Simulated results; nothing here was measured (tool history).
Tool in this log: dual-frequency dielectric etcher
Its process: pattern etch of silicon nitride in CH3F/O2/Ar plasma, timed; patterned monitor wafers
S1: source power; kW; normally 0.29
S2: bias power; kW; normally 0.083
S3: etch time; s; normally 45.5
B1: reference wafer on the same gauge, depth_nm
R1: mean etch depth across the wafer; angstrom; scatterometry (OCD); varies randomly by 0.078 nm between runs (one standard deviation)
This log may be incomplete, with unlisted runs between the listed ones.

run,hour,S1,S2,S3,B1,R1
1,0,0.33,0.075,45.5,37.27,345.1
2,17.3,0.33,0.075,45.5,37.31,344.3
# hour 30: source power generator calibrated
3,73,0.29,0.083,41,37.28,299
4,98.2,0.29,0.083,45.5,37.3,332.9
5,110.4,0.29,0.083,42,37.32,307.4
6,136.8,0.29,0.083,42,37.31,307.2
# hour 148.8: gauge calibrated
7,170.5,0.29,0.083,42,37.3,306.9
8,183.7,0.29,0.083,45.5,37.3,332.7
9,206.3,0.29,0.083,45.5,37.29,332.4
10,239.1,0.29,0.075,45.5,37.3,322.4
11,262,0.29,0.075,45.5,37.33,321.9
12,275.8,0.29,0.083,45.5,37.33,332.6
13,292.2,0.29,0.073,53.5,37.31,376.3
14,318.4,0.29,0.083,45.5,37.3,332.6
# hour 337.5: bias power generator calibrated
15,346.8,0.34,0.073,35.5,37.29,265.8
16,359.6,0.34,0.095,58,37.31,470.9
17,386.9,0.29,0.083,45.5,37.31,334.1
# hour 420.8: wet clean of the chamber
18,421.3,0.35,0.076,52,37.29,399.1
19,450.1,0.31,0.097,58,37.31,458.5
20,486.1,0.29,0.083,45.5,37.3,334.3
21,549.5,0.32,0.095,41.5,37.29,328.9
22,579.3,0.26,0.083,45.5,37.31,319.1
23,605.5,0.29,0.083,45.5,37.3,331.9
24,629.8,0.29,0.078,45.5,37.3,327.3
25,649.1,0.29,0.065,45.5,37.32,308.6
26,676.4,0.29,0.083,45.5,37.28,333.3
27,700.2,0.27,0.093,56,37.3,413
28,720,0.33,0.083,45.5,37.29,349.9
29,752.7,0.29,0.099,35.5,37.3,276.4
30,765.7,0.25,0.091,38.5,37.28,274.4
31,779.4,0.29,0.083,45.5,37.28,334.9

Each row is a separate what-if for the run after 31, all from the same tool condition, not one after another. Results?
A,779.8,0.29,0.103,45.5,?,?
B,779.8,0.23,0.083,45.5,?,?
C,779.8,0.31,0.091,40.5,?,?

run,B1,R1
A,37.32,355.9
B,37.32,303.5
C,37.32,311.8
What these runs would have given with no unlogged condition in the tool:
run,R1
A,354.2
B,302.1
C,310.4
